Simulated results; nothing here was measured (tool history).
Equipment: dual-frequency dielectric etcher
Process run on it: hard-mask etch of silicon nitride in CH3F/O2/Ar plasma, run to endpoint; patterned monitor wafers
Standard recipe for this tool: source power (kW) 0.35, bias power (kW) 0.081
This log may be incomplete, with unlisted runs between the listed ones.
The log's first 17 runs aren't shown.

run,hour,source power (kW),bias power (kW),wafers since the last listed run,hours since the last wet clean,hours since the last source power generator calibration,hours since the last bias power generator calibration,hours since the last upper electrode change,"incoming incoming film thickness, nm",endpoint time (s)
18,1281.9,0.35,0.081,464,584.3,233.6,2902.8,431,33.41,50.4
# hour 1335.9: wet clean of the chamber
19,1346.7,0.31,0.099,426,10.8,298.4,2967.6,495.8,34.02,51.1
20,1415.5,0.4,0.068,718,79.6,367.2,3036.4,564.6,34,49.6
21,1462.8,0.39,0.072,494,126.9,414.5,3083.7,611.9,33.85,49.9
22,1533.4,0.32,0.07,737,197.5,485.1,3154.3,682.5,33.72,53.4
# hour 1586: bias power generator calibrated
23,1600.3,0.35,0.081,657,264.4,552,14.3,749.4,34,51.5
24,1644.3,0.43,0.066,459,308.4,596,58.3,793.4,33.73,47.9
25,1749,0.35,0.081,1093,413.1,700.7,163,898.1,33.96,50.8
26,1807.4,0.35,0.081,610,471.5,759.1,221.4,956.5,33.99,50.7
27,1885.1,0.35,0.089,811,549.2,836.8,299.1,1034.2,34.09,50.5
# hour 1918: wet clean of the chamber
28,1965.2,0.35,0.081,585,47.2,916.9,379.2,1114.3,34.05,51.8
29,2037.2,0.35,0.081,752,119.2,988.9,451.2,1186.3,33.4,49.5
30,2278.7,0.44,0.099,2522,360.7,1230.4,692.7,1427.8,33.72,44.3
31,2358.2,0.44,0.069,830,440.2,1309.9,772.2,1507.3,33.56,46.6
32,2413.7,0.42,0.066,579,495.7,1365.4,827.7,1562.8,33.79,49.5
33,2481,0.32,0.094,702,563,1432.7,895,1630.1,34.2,51.8
# hour 2522.8: wet clean of the chamber
34,2552.4,0.28,0.063,495,29.6,1504.1,966.4,1701.5,33.76,58.3

Below are 5 alternative next runs, each starting from the tool's condition after run 34. Predict each:
A,2552.8,0.35,0.099,4,30,1504.5,966.8,1701.9,33.68,?
B,2552.8,0.27,0.063,4,30,1504.5,966.8,1701.9,33.68,?
C,2552.8,0.43,0.096,4,30,1504.5,966.8,1701.9,33.68,?
D,2552.8,0.39,0.096,4,30,1504.5,966.8,1701.9,33.68,?
E,2552.8,0.35,0.07,4,30,1504.5,966.8,1701.9,33.68,?

run,endpoint time (s)
A,48.6
B,58.7
C,45.3
D,47
E,52.1
With the hidden condition removed and each run's random variation left untouched, the same runs would have given:
run,endpoint time (s)
A,48.6
B,58.7
C,45.3
D,47
E,52.1

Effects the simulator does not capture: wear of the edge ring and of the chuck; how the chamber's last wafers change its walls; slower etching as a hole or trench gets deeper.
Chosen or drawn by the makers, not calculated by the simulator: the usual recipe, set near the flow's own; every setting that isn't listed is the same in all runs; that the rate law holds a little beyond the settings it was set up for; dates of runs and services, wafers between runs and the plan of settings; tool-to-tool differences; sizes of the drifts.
